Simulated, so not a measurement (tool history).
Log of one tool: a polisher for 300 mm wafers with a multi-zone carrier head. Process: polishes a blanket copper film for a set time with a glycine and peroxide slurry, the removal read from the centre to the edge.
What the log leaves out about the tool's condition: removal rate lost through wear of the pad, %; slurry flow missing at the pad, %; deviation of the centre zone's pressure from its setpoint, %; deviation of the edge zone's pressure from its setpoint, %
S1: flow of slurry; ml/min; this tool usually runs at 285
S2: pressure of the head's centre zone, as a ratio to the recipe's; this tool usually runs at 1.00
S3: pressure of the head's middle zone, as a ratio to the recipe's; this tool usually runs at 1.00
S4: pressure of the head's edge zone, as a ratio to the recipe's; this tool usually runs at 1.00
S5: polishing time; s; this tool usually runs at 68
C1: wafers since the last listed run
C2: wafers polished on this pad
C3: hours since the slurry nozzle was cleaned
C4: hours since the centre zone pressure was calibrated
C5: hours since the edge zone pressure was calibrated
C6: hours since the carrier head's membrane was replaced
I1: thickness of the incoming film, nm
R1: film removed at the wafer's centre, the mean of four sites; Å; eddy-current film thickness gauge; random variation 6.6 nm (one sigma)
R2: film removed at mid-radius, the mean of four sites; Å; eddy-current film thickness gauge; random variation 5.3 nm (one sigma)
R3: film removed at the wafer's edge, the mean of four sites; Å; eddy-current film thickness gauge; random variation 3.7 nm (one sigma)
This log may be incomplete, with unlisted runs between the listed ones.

Run 1, hour 0.0: usual settings; C1 0; C2 2844; C3 15.6; C4 333.9; C5 69.1; C6 985.0; I1 2331.7. Result: R1 5357 Å, R2 5330 Å, R3 5280 Å.
Run 2, hour 31.5: usual settings; C1 287; C2 3131; C3 47.1; C4 365.4; C5 100.6; C6 1016.5; I1 2338.6. Result: R1 5214 Å, R2 5231 Å, R3 5381 Å.
Run 3, hour 93.3: usual settings but S1 315 ml/min, S2 0.89, S3 0.88, S5 83 s; C1 563; C2 3695; C3 108.9; C4 427.2; C5 162.4; C6 1078.3; I1 2313.9. Result: R1 5883 Å, R2 6016 Å, R3 6570 Å.
At hour 145.6: worn pad replaced by a new one.
Run 4, hour 146.1: usual settings but S1 205 ml/min, S2 1.04, S3 1.08, S5 86 s; C1 445; C2 4; C3 161.7; C4 480.0; C5 215.2; C6 1131.1; I1 2309.8. Result: R1 6454 Å, R2 6640 Å, R3 6515 Å.
At hour 164.2: centre zone pressure recalibrated.
Run 5, hour 330.7: usual settings but S5 81 s; C1 1666; C2 1670; C3 346.3; C4 166.5; C5 399.8; C6 1315.7; I1 2298.7. Result: R1 6316 Å, R2 6185 Å, R3 6363 Å.
Run 6, hour 385.8: usual settings but S3 0.90; C1 502; C2 2173; C3 401.4; C4 221.6; C5 454.9; C6 1370.8; I1 2332.3. Result: R1 5241 Å, R2 4967 Å, R3 5262 Å.
Run 7, hour 437.7: usual settings but S1 330 ml/min, S2 1.06, S3 1.07, S5 44 s; C1 473; C2 2647; C3 453.3; C4 273.5; C5 506.8; C6 1422.7; I1 2342.2. Result: R1 3678 Å, R2 3625 Å, R3 3474 Å.
At hour 467.4: edge zone pressure recalibrated.
Run 8, hour 471.1: usual settings but S1 230 ml/min, S2 1.07, S3 1.03, S4 1.05; C1 286; C2 2933; C3 486.7; C4 306.9; C5 3.7; C6 1456.1; I1 2320.0. Result: R1 5498 Å, R2 5155 Å, R3 5368 Å.
Run 9, hour 503.9: usual settings but S2 0.89, S3 1.11; C1 299; C2 3232; C3 519.5; C4 339.7; C5 36.5; C6 1488.9; I1 2310.7. Result: R1 4816 Å, R2 5551 Å, R3 5300 Å.
Run 10, hour 574.8: usual settings but S4 1.09; C1 646; C2 3879; C3 590.4; C4 410.6; C5 107.4; C6 1559.8; I1 2311.6. Result: R1 5292 Å, R2 5271 Å, R3 5551 Å.
At hour 618.7: worn pad replaced by a new one.
Run 11, hour 620.6: usual settings but S2 0.93, S4 1.11; C1 381; C2 16; C3 636.2; C4 456.4; C5 153.2; C6 1605.6; I1 2330.6. Result: R1 4978 Å, R2 5320 Å, R3 5528 Å.
At hour 646.4: slurry nozzle cleaned.
Run 12, hour 674.3: usual settings; C1 480; C2 497; C3 27.9; C4 510.1; C5 206.9; C6 1659.3; I1 2335.4. Result: R1 5334 Å, R2 5337 Å, R3 5300 Å.

Run 13 has not been measured yet. What should we expect?
At hour 690.7: carrier head's membrane replaced by a new one.
At hour 708.6: centre zone pressure recalibrated.
Run 13, hour 739.4: usual settings; C1 530; C2 1027; C3 93.0; C4 30.8; C5 272.0; C6 48.7; I1 2318.7. Result: R1 ?, R2 ?, R3 ?.

R1: 5278 Å
R2: 5258 Å
R3: 5315 Å
Were there no unlogged condition in the tool, this run, its random variation unchanged, would have produced R1 5278 Å, R2 5258 Å, R3 5315 Å.

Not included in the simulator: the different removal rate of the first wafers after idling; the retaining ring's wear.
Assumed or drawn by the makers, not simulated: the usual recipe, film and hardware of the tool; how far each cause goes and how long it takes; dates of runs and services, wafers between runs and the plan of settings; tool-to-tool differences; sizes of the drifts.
